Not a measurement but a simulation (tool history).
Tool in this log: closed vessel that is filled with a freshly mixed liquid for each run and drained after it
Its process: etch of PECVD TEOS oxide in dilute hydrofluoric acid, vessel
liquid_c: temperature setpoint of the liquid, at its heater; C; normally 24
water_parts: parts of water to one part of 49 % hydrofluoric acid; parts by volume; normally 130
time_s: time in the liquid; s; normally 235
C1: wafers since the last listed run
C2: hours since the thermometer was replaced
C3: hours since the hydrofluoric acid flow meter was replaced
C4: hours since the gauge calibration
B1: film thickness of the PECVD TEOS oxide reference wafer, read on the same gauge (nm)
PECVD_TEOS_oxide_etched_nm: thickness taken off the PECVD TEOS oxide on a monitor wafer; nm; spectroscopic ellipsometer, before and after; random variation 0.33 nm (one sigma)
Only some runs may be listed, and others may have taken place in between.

Run 1, day 0: usual settings; C1 0; C2 2169.4; C3 226.3; C4 344.9; B1 99.99. Result: PECVD_TEOS_oxide_etched_nm 49.7 nm.
Run 2, day 2.808: usual settings; C1 7310; C2 2236.8; C3 293.7; C4 412.3; B1 100.02. Result: PECVD_TEOS_oxide_etched_nm 50.45 nm.
Run 3, day 4.083: usual settings; C1 3318; C2 2267.4; C3 324.3; C4 442.9; B1 100. Result: PECVD_TEOS_oxide_etched_nm 50.07 nm.
Run 4, day 5.938: usual settings; C1 4826; C2 2311.9; C3 368.8; C4 487.4; B1 100.01. Result: PECVD_TEOS_oxide_etched_nm 49.46 nm.
Run 5, day 8.929: usual settings but water_parts 115 parts by volume; C1 7787; C2 2383.7; C3 440.6; C4 559.2; B1 100.01. Result: PECVD_TEOS_oxide_etched_nm 57.44 nm.
Run 6, day 11.446: usual settings but water_parts 115 parts by volume; C1 6551; C2 2444.1; C3 501; C4 619.6; B1 100.01. Result: PECVD_TEOS_oxide_etched_nm 56.74 nm.
Run 7, day 14.142: usual settings but liquid_c 22 C; C1 7017; C2 2508.8; C3 565.7; C4 684.3; B1 99.99. Result: PECVD_TEOS_oxide_etched_nm 45.68 nm.
Run 8, day 16.288: usual settings but liquid_c 22 C; C1 5585; C2 2560.3; C3 617.2; C4 735.8; B1 100.01. Result: PECVD_TEOS_oxide_etched_nm 45.67 nm.
Run 9, day 17.888: usual settings but liquid_c 22 C; C1 4164; C2 2598.7; C3 655.6; C4 774.2; B1 100.01. Result: PECVD_TEOS_oxide_etched_nm 45.84 nm.
Run 10, day 20.446: usual settings; C1 6659; C2 2660.1; C3 717; C4 835.6; B1 99.99. Result: PECVD_TEOS_oxide_etched_nm 48.42 nm.
At day 21.362: hydrofluoric acid flow meter replaced.
Run 11, day 23.038: usual settings; C1 6637; C2 2722.3; C3 40.2; C4 897.8; B1 99.97. Result: PECVD_TEOS_oxide_etched_nm 50.19 nm.
Run 12, day 25.338: usual settings but water_parts 65 parts by volume, time_s 195 s; C1 5987; C2 2777.5; C3 95.4; C4 953; B1 100.03. Result: PECVD_TEOS_oxide_etched_nm 89.59 nm.
At day 26.267: gauge calibrated.
Run 13, day 27.946: usual settings but time_s 330 s; C1 6789; C2 2840.1; C3 158; C4 40.3; B1 100. Result: PECVD_TEOS_oxide_etched_nm 69.78 nm.
Run 14, day 29.146: usual settings but liquid_c 25.5 C, water_parts 90 parts by volume, time_s 190 s; C1 3123; C2 2868.9; C3 186.8; C4 69.1; B1 99.98. Result: PECVD_TEOS_oxide_etched_nm 64.31 nm.
Run 15, day 31.012: usual settings but water_parts 155 parts by volume, time_s 290 s; C1 4859; C2 2913.7; C3 231.6; C4 113.9; B1 100. Result: PECVD_TEOS_oxide_etched_nm 49.46 nm.
At day 31.158: thermometer replaced.
Run 16, day 32.354: usual settings but water_parts 155 parts by volume, time_s 290 s; C1 3383; C2 28.7; C3 263.8; C4 146.1; B1 99.99. Result: PECVD_TEOS_oxide_etched_nm 49.74 nm.
Run 17, day 35.158: usual settings but liquid_c 22 C, water_parts 80 parts by volume, time_s 100 s; C1 7299; C2 96; C3 331.1; C4 213.4; B1 99.98. Result: PECVD_TEOS_oxide_etched_nm 33.74 nm.
Run 18, day 36.846: usual settings; C1 4392; C2 136.5; C3 371.6; C4 253.9; B1 100. Result: PECVD_TEOS_oxide_etched_nm 49.54 nm.
Run 19, day 38.517: usual settings; C1 4349; C2 176.6; C3 411.7; C4 294; B1 99.98. Result: PECVD_TEOS_oxide_etched_nm 49.14 nm.
Run 20, day 39.896: usual settings but liquid_c 19.5 C, water_parts 145 parts by volume, time_s 130 s; C1 3590; C2 209.7; C3 444.8; C4 327.1; B1 99.99. Result: PECVD_TEOS_oxide_etched_nm 20.24 nm.
Run 21, day 42.833: usual settings but liquid_c 28 C, time_s 370 s; C1 7646; C2 280.2; C3 515.3; C4 397.6; B1 100.01. Result: PECVD_TEOS_oxide_etched_nm 89.2 nm.
Run 22, day 44.417: usual settings; C1 4121; C2 318.2; C3 553.3; C4 435.6; B1 100.02. Result: PECVD_TEOS_oxide_etched_nm 48.25 nm.

Alternative continuations, all from the tool just after run 22; predict every row:
Run A, day 44.446: usual settings but water_parts 100 parts by volume; C1 75; C2 318.9; C3 554; C4 436.3; B1 ?. Result: PECVD_TEOS_oxide_etched_nm ?.
Run B, day 44.446: usual settings but time_s 155 s; C1 75; C2 318.9; C3 554; C4 436.3; B1 ?. Result: PECVD_TEOS_oxide_etched_nm ?.
Run C, day 44.446: usual settings but water_parts 70 parts by volume; C1 75; C2 318.9; C3 554; C4 436.3; B1 ?. Result: PECVD_TEOS_oxide_etched_nm ?.
Run D, day 44.446: usual settings but liquid_c 27.5 C, water_parts 75 parts by volume, time_s 365 s; C1 75; C2 318.9; C3 554; C4 436.3; B1 ?. Result: PECVD_TEOS_oxide_etched_nm ?.
Run E, day 44.446: usual settings but liquid_c 19 C, water_parts 75 parts by volume; C1 75; C2 318.9; C3 554; C4 436.3; B1 ?. Result: PECVD_TEOS_oxide_etched_nm ?.

run      B1  PECVD_TEOS_oxide_etched_nm
  A  100.01                       65.72
  B  100.01                       32.14
  C  100.01                       97.58
  D  100.01                      161.47
  E  100.01                       73.64
Had the tool no hidden state, the same runs would have come out as:
run  PECVD_TEOS_oxide_etched_nm
  A                       67.56
  B                       33.07
  C                      100.23
  D                      165.93
  E                       75.63
